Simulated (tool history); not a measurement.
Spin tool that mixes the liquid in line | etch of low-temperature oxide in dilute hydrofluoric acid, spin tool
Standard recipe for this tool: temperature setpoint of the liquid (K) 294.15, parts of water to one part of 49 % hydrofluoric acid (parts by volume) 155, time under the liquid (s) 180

run,hour,temperature setpoint of the liquid (K),parts of water to one part of 49 % hydrofluoric acid (parts by volume),time under the liquid (s),wafers since the last listed run,hours since the thermometer was replaced,hours since the hydrofluoric acid flow meter was replaced,hours since the gauge calibration,"read-back film thickness of the low-temperature oxide reference wafer, read on the same gauge (nm)",thickness taken off the low-temperature oxide on a monitor wafer (angstrom)
1,0,294.15,155,180,0,2303.6,1798.1,444,80,110.5
2,67.3,294.15,155,180,531,2370.9,1865.4,511.3,80,110.2
3,94.6,294.15,155,180,215,2398.2,1892.7,538.6,79.98,110.6
4,152.1,294.15,155,180,454,2455.7,1950.2,596.1,79.99,110
5,220.5,294.15,175,100,540,2524.1,2018.6,664.5,80.01,52.6
6,289.4,294.15,175,100,544,2593,2087.5,733.4,80.02,53
7,350.9,294.15,175,100,486,2654.5,2149,794.9,80.01,52.8
8,391.8,294.15,155,180,323,2695.4,2189.9,835.8,80,108.8
# hour 401.8: hydrofluoric acid flow meter replaced
9,462.1,294.15,155,180,547,2765.7,60.3,906.1,79.99,109.4
10,494.1,294.15,155,180,252,2797.7,92.3,938.1,79.99,109.4
# hour 532.2: gauge calibrated
11,536.7,296.65,115,210,336,2840.3,134.9,4.5,79.98,197.3
12,561.1,298.65,155,130,192,2864.7,159.3,28.9,79.99,94.4
13,599,294.15,175,100,299,2902.6,197.2,66.8,80.01,52.5
# hour 645.1: thermometer replaced
14,681.3,290.15,155,260,642,36.2,279.5,149.1,80,128.3
15,748.7,294.15,155,180,532,103.6,346.9,216.5,79.99,103.5
16,778.6,299.15,180,265,236,133.5,376.8,246.4,80.03,156.1
# hour 818.4: thermometer replaced, repeated, since the last time left the tool worse
17,818.9,298.15,155,180,310,0.5,417.1,286.7,79.99,136.5
18,845.1,298.65,130,90,207,26.7,443.3,312.9,79.99,85
19,882.8,291.15,155,180,298,64.4,481,350.6,80,103.7
20,952.4,290.15,85,180,550,134,550.6,420.2,80,193.6

Hidden condition of the tool, last listed run before each entry between runs versus first listed run after:
Logged between run 8 and run 9: hydrofluoric acid flow meter replaced (hour 401.8)
  liquid colder than its thermometer reads (K): 1.84 -> 1.89
  measured value less the no-hidden-state value, thickness taken off the low-temperature oxide on a monitor wafer (angstrom): -8.2 -> -8.5
Logged between run 10 and run 11: gauge calibrated (hour 532.2)
  liquid colder than its thermometer reads (K): 1.91 -> 1.94
  measured value less the no-hidden-state value, thickness taken off the low-temperature oxide on a monitor wafer (angstrom): -8.6 -> -15.8
Logged between run 13 and run 14: thermometer replaced (hour 645.1)
  liquid colder than its thermometer reads (K): 1.98 -> 3.16
  measured value less the no-hidden-state value, thickness taken off the low-temperature oxide on a monitor wafer (angstrom): -4.2 -> -18
Logged between run 16 and run 17: thermometer replaced, repeated, since the last time left the tool worse (hour 818.4)
  liquid colder than its thermometer reads (K): 3.23 -> 0.318
  measured value less the no-hidden-state value, thickness taken off the low-temperature oxide on a monitor wafer (angstrom): -20 -> -1.7

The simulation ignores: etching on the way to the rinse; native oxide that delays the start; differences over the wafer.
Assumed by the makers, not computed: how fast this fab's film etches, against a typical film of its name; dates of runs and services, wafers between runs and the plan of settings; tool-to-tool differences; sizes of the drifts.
